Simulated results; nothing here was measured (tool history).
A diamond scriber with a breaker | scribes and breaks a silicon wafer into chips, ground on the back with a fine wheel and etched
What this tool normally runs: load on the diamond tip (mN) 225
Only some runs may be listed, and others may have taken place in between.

run     day  load on the diamond tip (mN)  wafers since the last listed run  hours since the diamond tip was replaced  hours since the load on the tip was calibrated  incoming depth of the damage left on the back of the incoming wafer, um  depth of the median crack under the scribed line (um)  chips rejected at inspection after the break (%)
  1   0.000                           225                                 0                                     683.1                                          1118.2                                                                     0.59                                                  10.33                                              7.01
  2   0.492                           225                                37                                     694.9                                          1130.0                                                                     0.77                                                  10.17                                              6.73
  3   0.821                           225                                25                                     702.8                                          1137.9                                                                     0.54                                                  10.20                                              6.64
  4   1.171                           225                                26                                     711.2                                          1146.3                                                                     0.63                                                  10.23                                              6.76
  5   1.717                           182                                41                                     724.3                                          1159.4                                                                     0.42                                                   8.89                                             16.22
  6   2.188                           182                                36                                     735.6                                          1170.7                                                                     0.74                                                   8.87                                             15.82
  7   3.754                           182                               119                                     773.2                                          1208.3                                                                     0.60                                                   8.66                                             16.48
      4.012  -- load on the tip recalibrated
  8   4.238                           225                                30                                     784.8                                             5.4                                                                     0.74                                                  10.27                                              7.09
      4.567  -- diamond tip replaced by a new one
  9   4.804                           250                                36                                       5.7                                            19.0                                                                     0.66                                                  13.43                                              1.36
 10   5.533                           292                                55                                      23.2                                            36.5                                                                     0.31                                                  15.04                                              3.17
 11   5.933                           284                                30                                      32.8                                            46.1                                                                     0.46                                                  14.45                                              2.64
 12   6.675                           225                                56                                      50.6                                            63.9                                                                     0.41                                                  12.23                                              1.73
 13   6.925                           202                                19                                      56.6                                            69.9                                                                     0.30                                                  10.93                                              3.50
 14   7.588                           184                                50                                      72.5                                            85.8                                                                     0.78                                                  10.45                                              6.68
 15   8.171                           225                                44                                      86.5                                            99.8                                                                     0.68                                                  12.01                                              2.15
 16   9.771                           225                               122                                     124.9                                           138.2                                                                     0.45                                                  11.49                                              2.61
 17  10.242                           191                                36                                     136.2                                           149.5                                                                     0.70                                                  10.14                                              6.97

Predict each of these 5 candidate next runs independently; none follows another, all start after run 17:
  A  10.262                           225                                 1                                     136.7                                           150.0                                                                     0.55                                                      ?                                                 ?
  B  10.262                           158                                 1                                     136.7                                           150.0                                                                     0.55                                                      ?                                                 ?
  C  10.262                           243                                 1                                     136.7                                           150.0                                                                     0.55                                                      ?                                                 ?
  D  10.262                           185                                 1                                     136.7                                           150.0                                                                     0.55                                                      ?                                                 ?
  E  10.262                           203                                 1                                     136.7                                           150.0                                                                     0.55                                                      ?                                                 ?

run  depth of the median crack under the scribed line (um)  chips rejected at inspection after the break (%)
  A                                                  11.58                                              2.70
  B                                                   8.95                                             14.83
  C                                                  12.24                                              1.67
  D                                                  10.05                                              8.00
  E                                                  10.75                                              5.02
Take away the tool's hidden state, keep each run's random variation, and the runs would have read:
run  depth of the median crack under the scribed line (um)  chips rejected at inspection after the break (%)
  A                                                  13.05                                              1.24
  B                                                  10.09                                              7.83
  C                                                  13.79                                              1.55
  D                                                  11.33                                              3.28
  E                                                  12.12                                              1.81
